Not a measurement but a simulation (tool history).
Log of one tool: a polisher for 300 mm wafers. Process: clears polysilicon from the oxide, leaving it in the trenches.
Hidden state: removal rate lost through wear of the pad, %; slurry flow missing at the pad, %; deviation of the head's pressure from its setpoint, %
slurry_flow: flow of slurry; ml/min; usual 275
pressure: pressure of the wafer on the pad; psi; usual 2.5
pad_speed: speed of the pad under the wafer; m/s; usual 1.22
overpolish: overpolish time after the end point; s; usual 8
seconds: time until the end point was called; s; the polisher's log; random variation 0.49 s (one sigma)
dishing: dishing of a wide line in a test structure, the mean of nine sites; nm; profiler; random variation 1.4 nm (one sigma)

run,hour,slurry_flow,pressure,pad_speed,overpolish,wafers since the last listed run,wafers polished on this pad,hours since the slurry nozzle was cleaned,hours since the head pressure was calibrated,"incoming thickness of the incoming film, nm",seconds,dishing
1,0.0,275,2.5,1.22,4,0,2534,531.1,184.1,673.3,42.3,42.3
# hour 5.9: slurry nozzle cleaned
2,52.8,275,2.5,1.22,8,773,3308,46.9,236.9,665.2,39.1,58.9
3,117.5,275,2.5,1.22,8,966,4275,111.6,301.6,678.6,41.6,56.9
# hour 142.5: worn pad replaced by a new one
4,195.1,275,2.5,1.22,8,1099,785,189.2,379.2,672.2,40.1,61.6
5,262.1,275,2.5,1.22,8,1000,1785,256.2,446.2,669.1,40.2,58.3
6,321.1,275,2.0,1.22,8,881,2667,315.2,505.2,671.4,50.4,55.1
7,377.0,275,2.0,1.22,8,834,3502,371.1,561.1,667.3,51.3,51.9
8,444.6,275,2.5,1.22,8,1009,4511,438.7,628.7,662.1,41.2,54.8
# hour 467.7: worn pad replaced by a new one
9,469.0,275,2.7,1.22,8,304,19,463.1,653.1,678.8,38.7,58.6
10,512.8,275,2.7,1.22,8,654,673,506.9,696.9,668.6,37.5,58.5
# hour 518.5: slurry nozzle cleaned
# hour 528.2: head pressure recalibrated
11,570.8,275,2.7,1.22,8,821,1494,52.3,42.6,668.9,37.2,59.7
12,624.3,275,2.5,1.10,8,799,2293,105.8,96.1,658.6,44.2,54.1
13,670.9,275,2.5,1.10,8,696,2989,152.4,142.7,675.9,45.8,55.9
14,699.2,275,2.5,1.22,11,422,3412,180.7,171.0,677.6,39.9,64.0
15,751.7,310,1.7,1.22,8,784,4196,233.2,223.5,670.3,59.1,48.7
# hour 813.7: worn pad replaced by a new one
16,819.6,325,2.5,1.40,7,954,88,301.1,291.4,673.4,35.0,59.0
17,888.8,275,2.5,0.92,8,1033,1121,370.3,360.6,669.7,54.6,55.4
18,925.4,300,2.5,1.22,13,546,1668,406.9,397.2,673.0,40.5,65.4
19,991.9,275,3.0,1.22,8,993,2661,473.4,463.7,675.1,34.3,60.6
# hour 1016.9: slurry nozzle cleaned
20,1060.5,205,1.7,1.22,3,1009,3671,43.6,532.3,663.4,59.5,27.1
21,1112.4,275,2.5,1.22,8,775,4446,95.5,584.2,673.0,39.9,58.3
# hour 1147.6: worn pad replaced by a new one
22,1163.1,275,2.5,1.22,5,697,231,146.2,634.9,683.1,40.2,48.0
# hour 1183.0: head pressure recalibrated
23,1223.9,275,2.5,1.22,8,878,1109,207.0,40.9,668.6,39.9,57.7
24,1274.3,370,2.5,1.36,8,752,1862,257.4,91.3,677.9,35.3,61.6
25,1312.9,275,2.5,1.22,8,576,2439,296.0,129.9,677.6,41.1,58.8
26,1376.5,250,1.9,1.56,10,949,3389,359.6,193.5,671.4,42.4,60.8
27,1426.7,275,2.5,1.48,8,749,4139,409.8,243.7,666.6,33.7,62.7
# hour 1452.6: worn pad replaced by a new one
28,1478.5,190,1.8,1.62,8,713,386,461.6,295.5,681.5,47.0,55.6
29,1505.5,275,2.5,1.22,8,403,789,488.6,322.5,671.6,43.2,57.4

5 ways to go on from here, each from the tool as it stands after run 29. What would each give?
A,1505.9,275,2.5,1.22,8,5,795,489.0,322.9,664.7,?,?
B,1505.9,275,2.0,1.22,6,5,795,489.0,322.9,664.7,?,?
C,1505.9,200,3.0,1.22,8,5,795,489.0,322.9,664.7,?,?
D,1505.9,325,3.0,0.88,6,5,795,489.0,322.9,664.7,?,?
E,1505.9,365,2.5,1.50,8,5,795,489.0,322.9,664.7,?,?

run,seconds,dishing
A,42.0,54.4
B,52.5,43.5
C,36.6,56.8
D,47.5,45.8
E,33.0,58.3
Without the tool's hidden state the same runs would have given:
run,seconds,dishing
A,40.0,55.3
B,50.0,44.6
C,34.4,57.7
D,45.6,46.7
E,31.8,58.8

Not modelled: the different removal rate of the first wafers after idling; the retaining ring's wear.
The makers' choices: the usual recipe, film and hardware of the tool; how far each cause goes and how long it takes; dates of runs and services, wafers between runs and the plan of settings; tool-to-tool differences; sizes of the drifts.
